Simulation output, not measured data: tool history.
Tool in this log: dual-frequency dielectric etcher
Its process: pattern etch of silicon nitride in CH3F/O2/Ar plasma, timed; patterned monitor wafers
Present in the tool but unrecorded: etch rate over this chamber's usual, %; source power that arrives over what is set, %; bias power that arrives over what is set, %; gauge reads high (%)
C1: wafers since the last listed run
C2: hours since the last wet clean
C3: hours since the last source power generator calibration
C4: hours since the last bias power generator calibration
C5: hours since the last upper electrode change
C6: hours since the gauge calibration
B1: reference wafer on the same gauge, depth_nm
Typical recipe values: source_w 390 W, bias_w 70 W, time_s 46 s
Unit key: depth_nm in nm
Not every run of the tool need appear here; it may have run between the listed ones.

{"run": 1, "hour": 0.0, "source_w": 450, "bias_w": 70, "time_s": 57, "C1": 0, "C2": 421.9, "C3": 5659.5, "C4": 4197.7, "C5": 4841.1, "C6": 70.1, "B1": 40.62, "depth_nm": 46.49}
{"hour": 27.7, "done": "source power generator calibrated"}
{"run": 2, "hour": 33.8, "source_w": 390, "bias_w": 70, "time_s": 41.5, "C1": 472, "C2": 455.7, "C3": 6.1, "C4": 4231.5, "C5": 4874.9, "C6": 103.9, "B1": 40.64, "depth_nm": 32.26}
{"run": 3, "hour": 47.2, "source_w": 390, "bias_w": 70, "time_s": 41.5, "C1": 212, "C2": 469.1, "C3": 19.5, "C4": 4244.9, "C5": 4888.3, "C6": 117.3, "B1": 40.51, "depth_nm": 32.58}
{"run": 4, "hour": 58.6, "source_w": 390, "bias_w": 70, "time_s": 41.5, "C1": 180, "C2": 480.5, "C3": 30.9, "C4": 4256.3, "C5": 4899.7, "C6": 128.7, "B1": 40.56, "depth_nm": 32.15}
{"run": 5, "hour": 82.3, "source_w": 460, "bias_w": 70, "time_s": 46, "C1": 375, "C2": 504.2, "C3": 54.6, "C4": 4280, "C5": 4923.4, "C6": 152.4, "B1": 40.55, "depth_nm": 37.27}
{"hour": 108.7, "done": "wet clean of the chamber"}
{"hour": 116.6, "done": "upper electrode replaced"}
{"run": 6, "hour": 117.1, "source_w": 460, "bias_w": 70, "time_s": 46, "C1": 45, "C2": 8.4, "C3": 89.4, "C4": 4314.8, "C5": 0.5, "C6": 187.2, "B1": 40.66, "depth_nm": 37.36}
{"run": 7, "hour": 117.4, "source_w": 390, "bias_w": 70, "time_s": 46, "C1": 4, "C2": 8.7, "C3": 89.7, "C4": 4315.1, "C5": 0.8, "C6": 187.5, "B1": 40.46, "depth_nm": 35.99}
{"run": 8, "hour": 117.7, "source_w": 300, "bias_w": 61, "time_s": 34, "C1": 4, "C2": 9, "C3": 90, "C4": 4315.4, "C5": 1.1, "C6": 187.8, "B1": 40.69, "depth_nm": 23.15}
{"run": 9, "hour": 120.6, "source_w": 460, "bias_w": 65, "time_s": 51, "C1": 45, "C2": 11.9, "C3": 92.9, "C4": 4318.3, "C5": 4, "C6": 190.7, "B1": 40.64, "depth_nm": 39.92}
{"run": 10, "hour": 131.8, "source_w": 390, "bias_w": 70, "time_s": 46, "C1": 177, "C2": 23.1, "C3": 104.1, "C4": 4329.5, "C5": 15.2, "C6": 201.9, "B1": 40.63, "depth_nm": 35.56}
{"run": 11, "hour": 138.1, "source_w": 300, "bias_w": 59, "time_s": 38, "C1": 99, "C2": 29.4, "C3": 110.4, "C4": 4335.8, "C5": 21.5, "C6": 208.2, "B1": 40.7, "depth_nm": 25.59}
{"run": 12, "hour": 148.0, "source_w": 390, "bias_w": 70, "time_s": 46, "C1": 156, "C2": 39.3, "C3": 120.3, "C4": 4345.7, "C5": 31.4, "C6": 218.1, "B1": 40.55, "depth_nm": 35.56}
{"run": 13, "hour": 154.7, "source_w": 470, "bias_w": 60, "time_s": 36, "C1": 106, "C2": 46, "C3": 127, "C4": 4352.4, "C5": 38.1, "C6": 224.8, "B1": 40.61, "depth_nm": 27.53}
{"run": 14, "hour": 169.5, "source_w": 390, "bias_w": 81, "time_s": 46, "C1": 234, "C2": 60.8, "C3": 141.8, "C4": 4367.2, "C5": 52.9, "C6": 239.6, "B1": 40.59, "depth_nm": 38.25}
{"run": 15, "hour": 178.2, "source_w": 320, "bias_w": 70, "time_s": 46, "C1": 137, "C2": 69.5, "C3": 150.5, "C4": 4375.9, "C5": 61.6, "C6": 248.3, "B1": 40.7, "depth_nm": 33.76}
{"run": 16, "hour": 193.3, "source_w": 470, "bias_w": 62, "time_s": 51, "C1": 239, "C2": 84.6, "C3": 165.6, "C4": 4391, "C5": 76.7, "C6": 263.4, "B1": 40.62, "depth_nm": 39.63}
{"run": 17, "hour": 208.9, "source_w": 390, "bias_w": 70, "time_s": 46, "C1": 247, "C2": 100.2, "C3": 181.2, "C4": 4406.6, "C5": 92.3, "C6": 279, "B1": 40.6, "depth_nm": 35.86}
{"run": 18, "hour": 216.8, "source_w": 390, "bias_w": 70, "time_s": 50, "C1": 125, "C2": 108.1, "C3": 189.1, "C4": 4414.5, "C5": 100.2, "C6": 286.9, "B1": 40.61, "depth_nm": 38.78}
{"run": 19, "hour": 229.4, "source_w": 420, "bias_w": 79, "time_s": 46, "C1": 199, "C2": 120.7, "C3": 201.7, "C4": 4427.1, "C5": 112.8, "C6": 299.5, "B1": 40.48, "depth_nm": 38.36}
{"run": 20, "hour": 238.0, "source_w": 360, "bias_w": 70, "time_s": 58, "C1": 136, "C2": 129.3, "C3": 210.3, "C4": 4435.7, "C5": 121.4, "C6": 308.1, "B1": 40.62, "depth_nm": 43.83}
{"run": 21, "hour": 251.3, "source_w": 350, "bias_w": 70, "time_s": 46, "C1": 210, "C2": 142.6, "C3": 223.6, "C4": 4449, "C5": 134.7, "C6": 321.4, "B1": 40.53, "depth_nm": 35.03}
{"hour": 259.5, "done": "bias power generator calibrated"}
{"hour": 260.9, "done": "gauge calibrated"}
{"run": 22, "hour": 265.9, "source_w": 390, "bias_w": 70, "time_s": 46, "C1": 168, "C2": 157.2, "C3": 238.2, "C4": 6.4, "C5": 149.3, "C6": 5, "B1": 40.63, "depth_nm": 36.02}
{"run": 23, "hour": 278.1, "source_w": 330, "bias_w": 84, "time_s": 32, "C1": 193, "C2": 169.4, "C3": 250.4, "C4": 18.6, "C5": 161.5, "C6": 17.2, "B1": 40.59, "depth_nm": 25.63}
{"run": 24, "hour": 294.6, "source_w": 390, "bias_w": 70, "time_s": 46, "C1": 261, "C2": 185.9, "C3": 266.9, "C4": 35.1, "C5": 178, "C6": 33.7, "B1": 40.59, "depth_nm": 35.9}
{"run": 25, "hour": 309.7, "source_w": 470, "bias_w": 78, "time_s": 50.5, "C1": 239, "C2": 201, "C3": 282, "C4": 50.2, "C5": 193.1, "C6": 48.8, "B1": 40.68, "depth_nm": 43.31}
{"run": 26, "hour": 317.6, "source_w": 390, "bias_w": 70, "time_s": 51.5, "C1": 125, "C2": 208.9, "C3": 289.9, "C4": 58.1, "C5": 201, "C6": 56.7, "B1": 40.64, "depth_nm": 39.96}
{"run": 27, "hour": 327.2, "source_w": 390, "bias_w": 64, "time_s": 40, "C1": 152, "C2": 218.5, "C3": 299.5, "C4": 67.7, "C5": 210.6, "C6": 66.3, "B1": 40.6, "depth_nm": 29.82}
{"run": 28, "hour": 344.4, "source_w": 390, "bias_w": 83, "time_s": 57.5, "C1": 272, "C2": 235.7, "C3": 316.7, "C4": 84.9, "C5": 227.8, "C6": 83.5, "B1": 40.5, "depth_nm": 47.99}
{"run": 29, "hour": 387.9, "source_w": 420, "bias_w": 62, "time_s": 38.5, "C1": 689, "C2": 279.2, "C3": 360.2, "C4": 128.4, "C5": 271.3, "C6": 127, "B1": 40.58, "depth_nm": 28.85}

Take each entry between the runs: how does the hidden state at the last listed run before it differ from the hidden state at the first listed run after it?
In the gap between runs 1 and 2: source power generator calibrated (hour 27.7)
  nothing in the hidden state changes from one run to the other
In the gap between runs 5 and 6: wet clean of the chamber (hour 108.7); upper electrode replaced (hour 116.6)
  nothing in the hidden state changes from one run to the other
In the gap between runs 21 and 22: bias power generator calibrated (hour 259.5); gauge calibrated (hour 260.9)
  nothing in the hidden state changes from one run to the other
